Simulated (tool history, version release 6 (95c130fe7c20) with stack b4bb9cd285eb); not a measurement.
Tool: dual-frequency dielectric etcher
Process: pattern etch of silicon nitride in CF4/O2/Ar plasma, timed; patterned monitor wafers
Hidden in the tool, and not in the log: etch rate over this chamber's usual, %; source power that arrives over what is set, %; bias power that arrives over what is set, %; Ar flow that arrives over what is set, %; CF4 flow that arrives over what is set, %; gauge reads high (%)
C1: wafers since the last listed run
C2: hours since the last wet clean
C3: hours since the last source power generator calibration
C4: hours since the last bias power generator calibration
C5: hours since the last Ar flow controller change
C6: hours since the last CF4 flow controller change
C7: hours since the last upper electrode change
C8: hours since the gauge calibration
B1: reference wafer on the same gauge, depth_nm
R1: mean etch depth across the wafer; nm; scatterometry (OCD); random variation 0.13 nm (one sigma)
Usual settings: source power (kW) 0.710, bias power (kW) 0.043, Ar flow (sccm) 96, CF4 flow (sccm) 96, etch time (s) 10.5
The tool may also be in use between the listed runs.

run 1 hour=0.0 | source_power_(kW)=0.710 bias_power_(kW)=0.049 Ar_flow_(sccm)=96 CF4_flow_(sccm)=76 etch_time_(s)=8.5 | C1=0 C2=94.1 C3=2175.1 C4=1192.1 C5=5819.8 C6=30.4 C7=4495.7 C8=84.3 | B1=30.02 | R1=23.27
run 2 hour=40.3 | source_power_(kW)=0.710 bias_power_(kW)=0.043 Ar_flow_(sccm)=89 CF4_flow_(sccm)=102 etch_time_(s)=8.0 | C1=500 C2=134.4 C3=2215.4 C4=1232.4 C5=5860.1 C6=70.7 C7=4536.0 C8=124.6 | B1=29.97 | R1=21.24
-- hour=68.3 source power generator calibrated
run 3 hour=106.0 | source_power_(kW)=0.710 bias_power_(kW)=0.049 Ar_flow_(sccm)=96 CF4_flow_(sccm)=76 etch_time_(s)=8.5 | C1=766 C2=200.1 C3=37.7 C4=1298.1 C5=5925.8 C6=136.4 C7=4601.7 C8=190.3 | B1=29.99 | R1=22.63
-- hour=159.9 Ar flow controller replaced
run 4 hour=162.5 | source_power_(kW)=0.840 bias_power_(kW)=0.033 Ar_flow_(sccm)=96 CF4_flow_(sccm)=86 etch_time_(s)=10.5 | C1=626 C2=256.6 C3=94.2 C4=1354.6 C5=2.6 C6=192.9 C7=4658.2 C8=246.8 | B1=30.01 | R1=26.60
run 5 hour=195.2 | source_power_(kW)=0.710 bias_power_(kW)=0.043 Ar_flow_(sccm)=77 CF4_flow_(sccm)=96 etch_time_(s)=8.0 | C1=405 C2=289.3 C3=126.9 C4=1387.3 C5=35.3 C6=225.6 C7=4690.9 C8=279.5 | B1=29.99 | R1=21.36
run 6 hour=244.3 | source_power_(kW)=0.710 bias_power_(kW)=0.043 Ar_flow_(sccm)=96 CF4_flow_(sccm)=96 etch_time_(s)=7.5 | C1=609 C2=338.4 C3=176.0 C4=1436.4 C5=84.4 C6=274.7 C7=4740.0 C8=328.6 | B1=29.98 | R1=19.22
-- hour=308.3 wet clean of the chamber
-- hour=405.2 upper electrode replaced
run 7 hour=423.3 | source_power_(kW)=0.710 bias_power_(kW)=0.043 Ar_flow_(sccm)=96 CF4_flow_(sccm)=96 etch_time_(s)=10.5 | C1=1626 C2=115.0 C3=355.0 C4=1615.4 C5=263.4 C6=453.7 C7=18.1 C8=507.6 | B1=29.99 | R1=26.99
run 8 hour=479.8 | source_power_(kW)=0.570 bias_power_(kW)=0.038 Ar_flow_(sccm)=96 CF4_flow_(sccm)=96 etch_time_(s)=10.5 | C1=701 C2=171.5 C3=411.5 C4=1671.9 C5=319.9 C6=510.2 C7=74.6 C8=564.1 | B1=29.97 | R1=20.74
run 9 hour=665.5 | source_power_(kW)=0.780 bias_power_(kW)=0.043 Ar_flow_(sccm)=96 CF4_flow_(sccm)=96 etch_time_(s)=12.0 | C1=2305 C2=357.2 C3=597.2 C4=1857.6 C5=505.6 C6=695.9 C7=260.3 C8=749.8 | B1=29.99 | R1=33.59
run 10 hour=695.6 | source_power_(kW)=0.710 bias_power_(kW)=0.043 Ar_flow_(sccm)=96 CF4_flow_(sccm)=108 etch_time_(s)=10.5 | C1=373 C2=387.3 C3=627.3 C4=1887.7 C5=535.7 C6=726.0 C7=290.4 C8=779.9 | B1=29.97 | R1=27.10
-- hour=713.4 bias power generator calibrated
run 11 hour=741.5 | source_power_(kW)=0.710 bias_power_(kW)=0.043 Ar_flow_(sccm)=96 CF4_flow_(sccm)=96 etch_time_(s)=9.5 | C1=520 C2=433.2 C3=673.2 C4=28.1 C5=581.6 C6=771.9 C7=336.3 C8=825.8 | B1=29.94 | R1=24.27
-- hour=773.9 wet clean of the chamber
run 12 hour=793.4 | source_power_(kW)=0.710 bias_power_(kW)=0.043 Ar_flow_(sccm)=96 CF4_flow_(sccm)=83 etch_time_(s)=10.5 | C1=346 C2=19.5 C3=725.1 C4=80.0 C5=633.5 C6=823.8 C7=388.2 C8=877.7 | B1=30.00 | R1=26.62
run 13 hour=832.1 | source_power_(kW)=0.710 bias_power_(kW)=0.043 Ar_flow_(sccm)=96 CF4_flow_(sccm)=96 etch_time_(s)=10.5 | C1=480 C2=58.2 C3=763.8 C4=118.7 C5=672.2 C6=862.5 C7=426.9 C8=916.4 | B1=30.02 | R1=27.02
run 14 hour=888.1 | source_power_(kW)=0.710 bias_power_(kW)=0.038 Ar_flow_(sccm)=76 CF4_flow_(sccm)=79 etch_time_(s)=10.5 | C1=695 C2=114.2 C3=819.8 C4=174.7 C5=728.2 C6=918.5 C7=482.9 C8=972.4 | B1=29.98 | R1=26.03
run 15 hour=941.4 | source_power_(kW)=0.710 bias_power_(kW)=0.043 Ar_flow_(sccm)=104 CF4_flow_(sccm)=106 etch_time_(s)=10.5 | C1=661 C2=167.5 C3=873.1 C4=228.0 C5=781.5 C6=971.8 C7=536.2 C8=1025.7 | B1=30.02 | R1=26.78
run 16 hour=1026.0 | source_power_(kW)=0.590 bias_power_(kW)=0.043 Ar_flow_(sccm)=96 CF4_flow_(sccm)=88 etch_time_(s)=9.0 | C1=1050 C2=252.1 C3=957.7 C4=312.6 C5=866.1 C6=1056.4 C7=620.8 C8=1110.3 | B1=29.99 | R1=19.49
run 17 hour=1071.5 | source_power_(kW)=0.820 bias_power_(kW)=0.043 Ar_flow_(sccm)=96 CF4_flow_(sccm)=110 etch_time_(s)=10.5 | C1=564 C2=297.6 C3=1003.2 C4=358.1 C5=911.6 C6=1101.9 C7=666.3 C8=1155.8 | B1=30.04 | R1=31.02
run 18 hour=1127.2 | source_power_(kW)=0.710 bias_power_(kW)=0.043 Ar_flow_(sccm)=96 CF4_flow_(sccm)=96 etch_time_(s)=10.5 | C1=691 C2=353.3 C3=1058.9 C4=413.8 C5=967.3 C6=1157.6 C7=722.0 C8=1211.5 | B1=30.00 | R1=27.02
-- hour=1169.8 wet clean of the chamber
run 19 hour=1170.3 | source_power_(kW)=0.820 bias_power_(kW)=0.043 Ar_flow_(sccm)=96 CF4_flow_(sccm)=96 etch_time_(s)=10.5 | C1=237 C2=0.5 C3=1102.0 C4=456.9 C5=1010.4 C6=1200.7 C7=765.1 C8=1254.6 | B1=29.98 | R1=30.41
run 20 hour=1218.4 | source_power_(kW)=0.710 bias_power_(kW)=0.035 Ar_flow_(sccm)=96 CF4_flow_(sccm)=96 etch_time_(s)=10.5 | C1=597 C2=48.6 C3=1150.1 C4=505.0 C5=1058.5 C6=1248.8 C7=813.2 C8=1302.7 | B1=30.03 | R1=24.22

A few steps of R1 between consecutive runs. Split each: what settings, incoming material and random variation would produce without the hidden state, and what is left over for the hidden state, along with gauge scatter present in only one of the two compared results (measured, and without hidden state):
Run 2 -> 3: bias power (kW) 0.043 -> 0.049, Ar flow (sccm) 89 -> 96, CF4 flow (sccm) 102 -> 76, etch time (s) 8.0 -> 8.5, source power generator calibrated. R1 +1.39 nm: hidden state -0.67, all else +2.06.
Run 8 -> 9: source power (kW) 0.570 -> 0.780, bias power (kW) 0.038 -> 0.043, etch time (s) 10.5 -> 12.0. R1 +12.85 nm: hidden state +0.21, all else +12.64.
Run 16 -> 17: source power (kW) 0.590 -> 0.820, CF4 flow (sccm) 88 -> 110, etch time (s) 9.0 -> 10.5. R1 +11.53 nm: hidden state +0.23, all else +11.30.
